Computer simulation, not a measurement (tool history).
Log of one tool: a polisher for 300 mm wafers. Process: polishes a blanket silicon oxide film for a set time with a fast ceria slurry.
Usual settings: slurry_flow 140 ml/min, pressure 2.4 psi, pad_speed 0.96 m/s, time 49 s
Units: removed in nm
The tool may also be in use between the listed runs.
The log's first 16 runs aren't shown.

| run | hour | slurry_flow | pressure | pad_speed | time | incoming thickness of the incoming film, nm | removed |
|---|---|---|---|---|---|---|---|
| 17 | 386.1 | 140 | 3.1 | 0.76 | 49 | 1828.2 | 567.2 |
| 18 | 409.5 | 140 | 2.4 | 0.96 | 49 | 1818.6 | 570.4 |
| 19 | 425.9 | 140 | 3.1 | 1.24 | 40 | 1830.9 | 742.5 |
| 20 | 454.5 | 170 | 3 | 0.68 | 32 | 1840 | 326.8 |
| 21 | 474.6 | 140 | 3.1 | 0.96 | 53 | 1820.2 | 762.5 |
| 22 | 505.5 | 140 | 2.4 | 0.76 | 62 | 1817.5 | 565.3 |
| 23 | 529.8 | 140 | 2.4 | 0.96 | 49 | 1793.7 | 556.8 |
|  | 539 | slurry nozzle cleaned |
|  | 545.7 | worn pad replaced by a new one |
| 24 | 553 | 125 | 1.8 | 0.7 | 55 | 1786.5 | 367.3 |
| 25 | 581.5 | 140 | 1.7 | 0.68 | 62 | 1789.9 | 383.5 |
| 26 | 608.4 | 140 | 2.4 | 0.96 | 49 | 1842.2 | 574.4 |
| 27 | 628.8 | 160 | 2 | 0.76 | 65 | 1811 | 530.9 |
| 28 | 641.8 | 140 | 1.7 | 0.72 | 40 | 1795.6 | 261.2 |
| 29 | 660.1 | 140 | 2 | 1.08 | 49 | 1802.4 | 555.3 |
| 30 | 675.5 | 140 | 2.4 | 0.74 | 56 | 1795.3 | 500.9 |
| 31 | 709.9 | 140 | 2.4 | 0.96 | 39 | 1800.3 | 443.2 |
| 32 | 740.9 | 140 | 2.4 | 0.96 | 49 | 1826.2 | 556.2 |
| 33 | 763.1 | 180 | 2.4 | 0.96 | 64 | 1827.1 | 739.3 |
|  | 783.5 | worn pad replaced by a new one |
| 34 | 792.6 | 100 | 2.4 | 0.68 | 33 | 1817.9 | 259 |
| 35 | 805.2 | 140 | 2.4 | 0.96 | 49 | 1779 | 571.2 |
| 36 | 819.4 | 165 | 1.9 | 1.2 | 42 | 1813 | 515.6 |
| 37 | 852 | 140 | 2.6 | 0.96 | 41 | 1793 | 517.5 |

4 ways to go on from here, each from the tool as it stands after run 37. What would each give?
| A | 852.4 | 140 | 2.4 | 0.96 | 33 | 1778.5 | ? |
| B | 852.4 | 175 | 2.9 | 0.86 | 37 | 1778.5 | ? |
| C | 852.4 | 100 | 2.4 | 0.96 | 49 | 1778.5 | ? |
| D | 852.4 | 155 | 1.6 | 0.96 | 49 | 1778.5 | ? |

| run | removed |
|---|---|
| A | 381.9 |
| B | 466.5 |
| C | 536.4 |
| D | 411.4 |
Without the tool's hidden state the same runs would have given:
| run | removed |
|---|---|
| A | 384.5 |
| B | 469.7 |
| C | 540.1 |
| D | 414.2 |

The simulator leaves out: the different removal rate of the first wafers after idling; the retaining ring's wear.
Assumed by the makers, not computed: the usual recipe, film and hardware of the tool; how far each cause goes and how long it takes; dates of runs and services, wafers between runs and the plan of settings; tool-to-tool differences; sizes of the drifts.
